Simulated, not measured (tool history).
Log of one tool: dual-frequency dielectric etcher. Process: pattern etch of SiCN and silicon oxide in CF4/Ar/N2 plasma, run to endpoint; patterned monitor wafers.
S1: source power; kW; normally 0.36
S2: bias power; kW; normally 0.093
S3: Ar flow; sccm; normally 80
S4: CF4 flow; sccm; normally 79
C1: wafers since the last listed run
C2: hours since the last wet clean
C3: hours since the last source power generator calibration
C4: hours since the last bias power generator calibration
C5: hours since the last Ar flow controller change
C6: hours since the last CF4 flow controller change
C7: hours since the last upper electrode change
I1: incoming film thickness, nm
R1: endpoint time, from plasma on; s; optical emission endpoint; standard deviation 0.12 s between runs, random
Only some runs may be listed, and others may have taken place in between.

run    hour    S1     S2  S3  S4    C1     C2      C3      C4      C5      C6      C7     I1    R1
  1       0  0.36  0.093  80  79     0  488.1  1495.1  2275.7  4575.6  3348.7    3749  13.08  15.1
  2    49.2  0.36  0.093  80  79  1172  537.3  1544.3  2324.9  4624.8  3397.9  3798.2  12.92  14.8
      141.2  -- wet clean of the chamber, repeated, since the last time left the tool worse
  3   152.3  0.36  0.093  80  79  1885   11.1  1647.4    2428  4727.9    3501  3901.3     13  15.6
      182.4  -- upper electrode replaced
  4   225.3  0.36  0.093  80  79  1167   84.1  1720.4    2501  4800.9    3574    42.9  13.05  15.8
      263.7  -- source power generator calibrated
      275.2  -- bias power generator calibrated
  5   320.5  0.36  0.093  80  79  2078  179.3    56.8    45.3  4896.1  3669.2   138.1  13.03  15.7
        354  -- Ar flow controller replaced
  6   362.8  0.36  0.093  80  79   865  221.6    99.1    87.6     8.8  3711.5   180.4  12.96  15.5
  7   446.5  0.29  0.093  61  59  1994  305.3   182.8   171.3    92.5  3795.2   264.1  13.03  18.6
  8   553.7  0.36  0.093  80  79  2554  412.5     290   278.5   199.7  3902.4   371.3  12.95  15.7
      611.6  -- CF4 flow controller replaced
  9   645.3  0.36  0.093  80  72  2040  504.1   381.6   370.1   291.3    33.7   462.9  13.02  15.6
 10   710.6  0.36  0.072  80  79  1556  569.4   446.9   435.4   356.6      99   528.2  13.09  17.2
 11   757.2  0.36  0.093  80  79  1110    616   493.5     482   403.2   145.6   574.8  12.99  15.4
 12   816.9  0.36  0.101  80  79  1422  675.7   553.2   541.7   462.9   205.3   634.5  13.12  15.1
      844.1  -- wet clean of the chamber
 13   897.7  0.36  0.093  80  79  1353   53.6     634   622.5   543.7   286.1   715.3  12.87  15.5
 14   988.5  0.39  0.083  80  90  2163  144.4   724.8   713.3   634.5   376.9   806.1     13  15.3
 15  1077.2  0.36  0.107  80  99  2113  233.1   813.5     802   723.2   465.6   894.8  13.03  14.6
 16  1162.4  0.33  0.109  71  86  2030  318.3   898.7   887.2   808.4   550.8     980  13.08  15.1
 17  1229.7  0.43  0.086  62  70  1603  385.6     966   954.5   875.7   618.1  1047.3  12.98  13.3
 18  1314.9  0.39  0.082  74  79  2030  470.8  1051.2  1039.7   960.9   703.3  1132.5  12.95  14.6
     1404.1  -- wet clean of the chamber
 19  1407.3  0.27  0.072  86  79  1630    3.2  1143.6  1132.1  1053.3   795.7  1224.9  12.89  22.6
 20  1514.1  0.36  0.093  80  79  2545    110  1250.4  1238.9  1160.1   902.5  1331.7  13.09  15.7
 21    1608  0.39  0.081  80  79  2237  203.9  1344.3  1332.8    1254   996.4  1425.6   12.9  15.4
 22  1684.3  0.28  0.111  74  79  1818  280.2  1420.6  1409.1  1330.3  1072.7  1501.9     13  17.7
     1923.9  -- source power generator calibrated
 23  1961.3  0.36  0.093  80  79  6506  557.2    37.4  1686.1  1607.3  1349.7  1778.9  13.01  15.5
 24  2042.3  0.36  0.075  93  97  1930  638.2   118.4  1767.1  1688.3  1430.7  1859.9  13.02  16.9
 25  2092.7  0.36  0.093  80  79  1201  688.6   168.8  1817.5  1738.7  1481.1  1910.3  13.03  15.4

Below are 3 alternative next runs, each starting from the tool's condition after run 25. Predict each:
  A  2093.1  0.28  0.093  80  79   9  689  169.2  1817.9  1739.1  1481.5  1910.7  13.08   ?
  B  2093.1  0.32  0.074  68  79   9  689  169.2  1817.9  1739.1  1481.5  1910.7  13.08   ?
  C  2093.1  0.28  0.076  80  79   9  689  169.2  1817.9  1739.1  1481.5  1910.7  13.08   ?

run    R1
  A  19.1
  B  18.4
  C  20.9
Stripped of hidden state, with their random variation kept, the same runs would have yielded:
run    R1
  A  19.7
  B  18.9
  C  21.6

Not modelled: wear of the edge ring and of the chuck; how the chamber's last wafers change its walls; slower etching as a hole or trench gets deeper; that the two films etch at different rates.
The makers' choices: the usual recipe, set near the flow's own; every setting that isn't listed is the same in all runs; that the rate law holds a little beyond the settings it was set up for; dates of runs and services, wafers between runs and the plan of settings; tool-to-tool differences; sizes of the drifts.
